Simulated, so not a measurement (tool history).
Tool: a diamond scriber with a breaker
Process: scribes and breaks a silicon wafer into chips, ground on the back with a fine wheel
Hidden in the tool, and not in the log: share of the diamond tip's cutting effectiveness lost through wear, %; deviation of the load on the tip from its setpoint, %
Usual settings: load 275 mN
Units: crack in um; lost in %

| run | hour | load | wafers since the last listed run | hours since the diamond tip was replaced | hours since the load on the tip was calibrated | incoming depth of the damage left on the back of the incoming wafer, um | crack | lost |
|---|---|---|---|---|---|---|---|---|
| 1 | 0 | 275 | 0 | 596 | 701.9 | 2.92 | 7.94 | 11.72 |
| 2 | 20.9 | 275 | 43 | 616.9 | 722.8 | 2.44 | 7.53 | 7.84 |
| 3 | 53 | 275 | 67 | 649 | 754.9 | 1.9 | 7.58 | 6.01 |
| 4 | 66 | 242 | 27 | 662 | 767.9 | 1.84 | 7.12 | 9.48 |
| 5 | 80.5 | 257 | 30 | 676.5 | 782.4 | 2.5 | 7.51 | 11.1 |
| 6 | 100.7 | 257 | 42 | 696.7 | 802.6 | 1.63 | 7.18 | 7.12 |
| 7 | 202.9 | 275 | 214 | 798.9 | 904.8 | 1.62 | 7.37 | 6.1 |
| 8 | 220.1 | 275 | 36 | 816.1 | 922 | 1.61 | 7.39 | 6.02 |
| 9 | 244.4 | 275 | 50 | 840.4 | 946.3 | 2.07 | 7.1 | 8.12 |
| 10 | 258.4 | 275 | 29 | 854.4 | 960.3 | 2.96 | 7.28 | 12.61 |
| 11 | 273.8 | 317 | 32 | 869.8 | 975.7 | 2.35 | 8.18 | 6.08 |
| 12 | 303.4 | 317 | 62 | 899.4 | 1005.3 | 1.96 | 7.99 | 4.1 |
| 13 | 333.6 | 275 | 63 | 929.6 | 1035.5 | 2.43 | 7.41 | 9.96 |
|  | 336.6 | diamond tip replaced by a new one |
| 14 | 350.8 | 275 | 31 | 14.2 | 1052.7 | 1.69 | 8.51 | 3.17 |
| 15 | 363.8 | 218 | 27 | 27.2 | 1065.7 | 2.12 | 7.16 | 7.24 |
| 16 | 386.4 | 218 | 47 | 49.8 | 1088.3 | 2.16 | 7.33 | 9.21 |
| 17 | 414 | 335 | 57 | 77.4 | 1115.9 | 1.92 | 9.26 | 3.79 |
|  | 440.9 | load on the tip recalibrated |
| 18 | 442 | 335 | 54 | 105.4 | 1.1 | 1.67 | 9.43 | 3.85 |
| 19 | 465.6 | 301 | 49 | 129 | 24.7 | 1.6 | 9 | 2.6 |
| 20 | 490.8 | 350 | 52 | 154.2 | 49.9 | 2.38 | 9.6 | 4.89 |
| 21 | 504.1 | 332 | 27 | 167.5 | 63.2 | 2.43 | 9.12 | 4.59 |
| 22 | 527.2 | 344 | 48 | 190.6 | 86.3 | 1.96 | 9.46 | 3.6 |
| 23 | 561.5 | 327 | 71 | 224.9 | 120.6 | 2.44 | 9.19 | 4.47 |
| 24 | 591.6 | 325 | 63 | 255 | 150.7 | 2.4 | 9.26 | 4.39 |
| 25 | 625.3 | 333 | 70 | 288.7 | 184.4 | 1.87 | 9.12 | 3.38 |
| 26 | 642 | 275 | 34 | 305.4 | 201.1 | 2.58 | 8.07 | 5.76 |
| 27 | 671 | 213 | 60 | 334.4 | 230.1 | 2.14 | 6.8 | 11.61 |
| 28 | 694.4 | 275 | 49 | 357.8 | 253.5 | 2.65 | 7.96 | 6.99 |
| 29 | 707.3 | 275 | 27 | 370.7 | 266.4 | 2.54 | 7.71 | 6.42 |
| 30 | 740.8 | 240 | 70 | 404.2 | 299.9 | 2.89 | 7.35 | 11.77 |
| 31 | 760 | 326 | 40 | 423.4 | 319.1 | 2.65 | 8.66 | 5.51 |
| 32 | 783.3 | 250 | 48 | 446.7 | 342.4 | 2.95 | 7.57 | 10.33 |
| 33 | 800.5 | 210 | 36 | 463.9 | 359.6 | 2.63 | 6.56 | 13.97 |
| 34 | 814.3 | 312 | 28 | 477.7 | 373.4 | 1.68 | 8.54 | 2.95 |
| 35 | 841.2 | 357 | 56 | 504.6 | 400.3 | 2.28 | 9.21 | 4.52 |
| 36 | 873.4 | 248 | 67 | 536.8 | 432.5 | 2.44 | 7.28 | 9.42 |
| 37 | 905.1 | 226 | 66 | 568.5 | 464.2 | 2.94 | 6.7 | 18.35 |
| 38 | 933.1 | 218 | 58 | 596.5 | 492.2 | 2.87 | 6.69 | 17.89 |
| 39 | 1010.6 | 301 | 162 | 674 | 569.7 | 2.23 | 8.08 | 5.2 |
| 40 | 1043.6 | 209 | 69 | 707 | 602.7 | 2.34 | 6.54 | 19.32 |
| 41 | 1064 | 312 | 42 | 727.4 | 623.1 | 2.49 | 7.96 | 6.05 |
| 42 | 1097.1 | 275 | 69 | 760.5 | 656.2 | 2.21 | 7.58 | 6.18 |

The same runs without the tool's hidden state, with the same run-to-run variation:
| run | crack | lost |
|---|---|---|
| 1 | 8.86 | 7.69 |
| 2 | 8.43 | 4.8 |
| 3 | 8.53 | 3.31 |
| 4 | 8.03 | 4.17 |
| 5 | 8.5 | 5.81 |
| 6 | 8.15 | 2.99 |
| 7 | 8.52 | 2.66 |
| 8 | 8.56 | 2.56 |
| 9 | 8.27 | 3.69 |
| 10 | 8.49 | 6.67 |
| 11 | 9.57 | 5.06 |
| 12 | 9.39 | 3.52 |
| 13 | 8.76 | 4.44 |
| 14 | 8.71 | 3.02 |
| 15 | 7.34 | 6.17 |
| 16 | 7.54 | 7.7 |
| 17 | 9.56 | 4.6 |
| 18 | 9.78 | 4.91 |
| 19 | 9.36 | 2.89 |
| 20 | 10.03 | 6.1 |
| 21 | 9.54 | 5.44 |
| 22 | 9.94 | 4.85 |
| 23 | 9.7 | 5.26 |
| 24 | 9.82 | 5.18 |
| 25 | 9.72 | 4.73 |
| 26 | 8.63 | 4.57 |
| 27 | 7.3 | 7.49 |
| 28 | 8.58 | 5.34 |
| 29 | 8.33 | 4.83 |
| 30 | 7.98 | 7.85 |
| 31 | 9.43 | 6.18 |
| 32 | 8.27 | 6.82 |
| 33 | 7.19 | 8.63 |
| 34 | 9.38 | 3.44 |
| 35 | 10.16 | 7.17 |
| 36 | 8.08 | 5.29 |
| 37 | 7.48 | 10.76 |
| 38 | 7.5 | 10.22 |
| 39 | 9.17 | 3.99 |
| 40 | 7.47 | 9.4 |
| 41 | 9.12 | 5.06 |
| 42 | 8.73 | 3.08 |
